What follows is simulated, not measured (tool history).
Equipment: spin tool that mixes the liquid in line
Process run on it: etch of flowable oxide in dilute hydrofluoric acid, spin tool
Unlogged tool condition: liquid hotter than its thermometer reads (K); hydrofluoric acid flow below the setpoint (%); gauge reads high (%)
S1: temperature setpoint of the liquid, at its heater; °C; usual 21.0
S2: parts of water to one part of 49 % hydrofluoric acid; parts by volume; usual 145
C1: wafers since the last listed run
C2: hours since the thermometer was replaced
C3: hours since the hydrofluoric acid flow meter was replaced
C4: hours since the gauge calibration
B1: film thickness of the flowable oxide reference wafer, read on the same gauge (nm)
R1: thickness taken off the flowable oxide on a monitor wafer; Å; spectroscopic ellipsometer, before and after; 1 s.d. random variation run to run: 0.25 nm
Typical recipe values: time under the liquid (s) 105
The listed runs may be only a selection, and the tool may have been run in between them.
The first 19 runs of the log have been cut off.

{"run": 20, "hour": 1468.2, "S1": 21.0, "S2": 100, "time under the liquid (s)": 85, "C1": 595, "C2": 869.5, "C3": 358.2, "C4": 1910.4, "B1": 70.04, "R1": 321.1}
{"run": 21, "hour": 1550.4, "S1": 23.0, "S2": 105, "time under the liquid (s)": 130, "C1": 622, "C2": 951.7, "C3": 440.4, "C4": 1992.6, "B1": 69.97, "R1": 509.6}
{"run": 22, "hour": 1611.0, "S1": 19.5, "S2": 110, "time under the liquid (s)": 80, "C1": 459, "C2": 1012.3, "C3": 501.0, "C4": 2053.2, "B1": 69.96, "R1": 251.9}
{"hour": 1624.9, "done": "gauge calibrated"}
{"run": 23, "hour": 1700.6, "S1": 17.0, "S2": 105, "time under the liquid (s)": 145, "C1": 678, "C2": 1101.9, "C3": 590.6, "C4": 75.7, "B1": 70.0, "R1": 435.5}
{"run": 24, "hour": 1794.2, "S1": 23.5, "S2": 145, "time under the liquid (s)": 80, "C1": 709, "C2": 1195.5, "C3": 684.2, "C4": 169.3, "B1": 70.0, "R1": 213.3}
{"run": 25, "hour": 1901.2, "S1": 21.0, "S2": 145, "time under the liquid (s)": 105, "C1": 810, "C2": 1302.5, "C3": 791.2, "C4": 276.3, "B1": 70.0, "R1": 252.7}
{"run": 26, "hour": 1983.7, "S1": 21.0, "S2": 145, "time under the liquid (s)": 105, "C1": 625, "C2": 1385.0, "C3": 873.7, "C4": 358.8, "B1": 69.98, "R1": 248.5}
{"run": 27, "hour": 2023.0, "S1": 24.0, "S2": 100, "time under the liquid (s)": 140, "C1": 297, "C2": 1424.3, "C3": 913.0, "C4": 398.1, "B1": 69.98, "R1": 574.7}
{"run": 28, "hour": 2119.0, "S1": 21.0, "S2": 145, "time under the liquid (s)": 105, "C1": 727, "C2": 1520.3, "C3": 1009.0, "C4": 494.1, "B1": 70.04, "R1": 249.9}
{"run": 29, "hour": 2191.2, "S1": 21.0, "S2": 145, "time under the liquid (s)": 105, "C1": 547, "C2": 1592.5, "C3": 1081.2, "C4": 566.3, "B1": 69.97, "R1": 245.3}
{"run": 30, "hour": 2288.7, "S1": 21.0, "S2": 125, "time under the liquid (s)": 165, "C1": 738, "C2": 1690.0, "C3": 1178.7, "C4": 663.8, "B1": 70.01, "R1": 462.4}
{"run": 31, "hour": 2382.5, "S1": 23.5, "S2": 100, "time under the liquid (s)": 130, "C1": 710, "C2": 1783.8, "C3": 1272.5, "C4": 757.6, "B1": 70.02, "R1": 509.7}
{"hour": 2441.6, "done": "hydrofluoric acid flow meter replaced"}
{"run": 32, "hour": 2449.4, "S1": 17.0, "S2": 145, "time under the liquid (s)": 150, "C1": 499, "C2": 1850.7, "C3": 7.8, "C4": 824.5, "B1": 70.0, "R1": 323.3}
{"run": 33, "hour": 2538.2, "S1": 25.0, "S2": 110, "time under the liquid (s)": 105, "C1": 672, "C2": 1939.5, "C3": 96.6, "C4": 913.3, "B1": 69.99, "R1": 415.6}
{"run": 34, "hour": 2617.8, "S1": 22.5, "S2": 165, "time under the liquid (s)": 155, "C1": 603, "C2": 2019.1, "C3": 176.2, "C4": 992.9, "B1": 69.99, "R1": 350.3}

3 options for the next run, each taken on its own from the tool as it stands now. Forecast them:
{"run": "A", "hour": 2618.2, "S1": 21.0, "S2": 145, "time under the liquid (s)": 80, "C1": 3, "C2": 2019.5, "C3": 176.6, "C4": 993.3, "B1": "?", "R1": "?"}
{"run": "B", "hour": 2618.2, "S1": 18.0, "S2": 200, "time under the liquid (s)": 130, "C1": 3, "C2": 2019.5, "C3": 176.6, "C4": 993.3, "B1": "?", "R1": "?"}
{"run": "C", "hour": 2618.2, "S1": 18.0, "S2": 120, "time under the liquid (s)": 150, "C1": 3, "C2": 2019.5, "C3": 176.6, "C4": 993.3, "B1": "?", "R1": "?"}

run=A B1=69.97 R1=199.3
run=B B1=69.97 R1=197.3
run=C B1=69.97 R1=411.1
Stripped of hidden state, with their random variation kept, the same runs would have yielded:
run=A R1=206.2
run=B R1=204.3
run=C R1=424.9

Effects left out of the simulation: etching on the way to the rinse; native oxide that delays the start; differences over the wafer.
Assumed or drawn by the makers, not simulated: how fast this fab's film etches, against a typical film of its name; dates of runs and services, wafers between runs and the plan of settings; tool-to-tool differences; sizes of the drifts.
